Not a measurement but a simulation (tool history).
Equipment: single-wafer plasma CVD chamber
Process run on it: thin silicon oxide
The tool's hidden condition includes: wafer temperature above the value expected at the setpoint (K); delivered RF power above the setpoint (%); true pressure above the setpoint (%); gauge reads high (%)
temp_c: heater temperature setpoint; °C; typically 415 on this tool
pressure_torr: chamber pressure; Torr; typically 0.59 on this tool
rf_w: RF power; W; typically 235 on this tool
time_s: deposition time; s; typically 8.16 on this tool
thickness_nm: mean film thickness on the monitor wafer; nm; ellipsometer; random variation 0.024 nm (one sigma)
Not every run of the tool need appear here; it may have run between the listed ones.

run	day	temp_c	pressure_torr	rf_w	time_s	wafers since the last listed run	hours since the last thermocouple change	hours since the last RF generator calibration	hours since the last manometer calibration	hours since the showerhead was replaced	hours since the gauge calibration	read-back reference wafer on the same gauge, thickness_nm	thickness_nm
1	0	415	0.59	210	8.16	0	1648.7	628.4	1707.9	5220.3	194	8.634	9.129
2	2.192	415	0.59	210	8.16	2392	1701.3	681	1760.5	5272.9	246.6	8.616	9.082
3	3.796	415	0.59	235	8.16	1751	1739.8	719.5	1799	5311.4	285.1	8.6	9.584
4	6.325	415	0.59	235	8.16	2760	1800.5	780.2	1859.7	5372.1	345.8	8.584	9.526
5	9.246	415	0.59	235	8.16	3188	1870.6	850.3	1929.8	5442.2	415.9	8.561	9.469
# day 10.025: gauge calibrated
6	12.229	415	0.59	235	8.16	3256	1942.2	921.9	2001.4	5513.8	52.9	8.687	9.659
7	14.379	415	0.59	235	8.16	2346	1993.8	973.5	2053	5565.4	104.5	8.663	9.67
8	16.879	415	0.59	235	8.16	2729	2053.8	1033.5	2113	5625.4	164.5	8.642	9.639
# day 18.067: thermocouple changed; heater temperature recalibrated
9	18.975	403	0.59	220	7.13	1923	21.8	1083.8	2163.3	5675.7	214.8	8.627	8.197
# day 20.467: showerhead replaced
10	20.488	430	0.59	255	8.16	1287	58.1	1120.1	2199.6	0.5	251.1	8.614	9.825
11	21.462	426	0.478	210	9.22	1064	81.5	1143.5	2223	23.9	274.5	8.605	8.206
# day 22.621: RF generator calibrated
12	23.175	415	0.509	235	8.16	1505	122.6	13.3	2264.1	65	315.6	8.593	8.197
# day 25.754: capacitance manometer re-zeroed and calibrated
13	26.162	415	0.481	235	8.16	2897	194.3	85	9.8	136.7	387.3	8.566	7.735
14	28.817	415	0.59	235	8.16	2897	258	148.7	73.5	200.4	451	8.541	9.48
# day 30.233: gauge calibrated
15	30.992	415	0.538	220	7.74	2374	310.2	200.9	125.7	252.6	18.2	8.666	8.039
16	32.504	415	0.59	235	8.16	1651	346.5	237.2	162	288.9	54.5	8.656	9.657

Below are 4 alternative next runs, each starting from the tool's condition after run 16. Predict each:
A	32.521	415	0.659	235	8.16	18	346.9	237.6	162.4	289.3	54.9	?	?
B	32.521	404	0.59	275	7.7	18	346.9	237.6	162.4	289.3	54.9	?	?
C	32.521	419	0.55	215	6.74	18	346.9	237.6	162.4	289.3	54.9	?	?
D	32.521	403	0.723	235	8.16	18	346.9	237.6	162.4	289.3	54.9	?	?

run	read-back reference wafer on the same gauge, thickness_nm	thickness_nm
A	8.654	10.72
B	8.654	9.787
C	8.654	7.072
D	8.654	11.849
Without the tool's unlogged condition, the same runs would have read:
run	thickness_nm
A	10.778
B	9.84
C	7.11
D	11.913
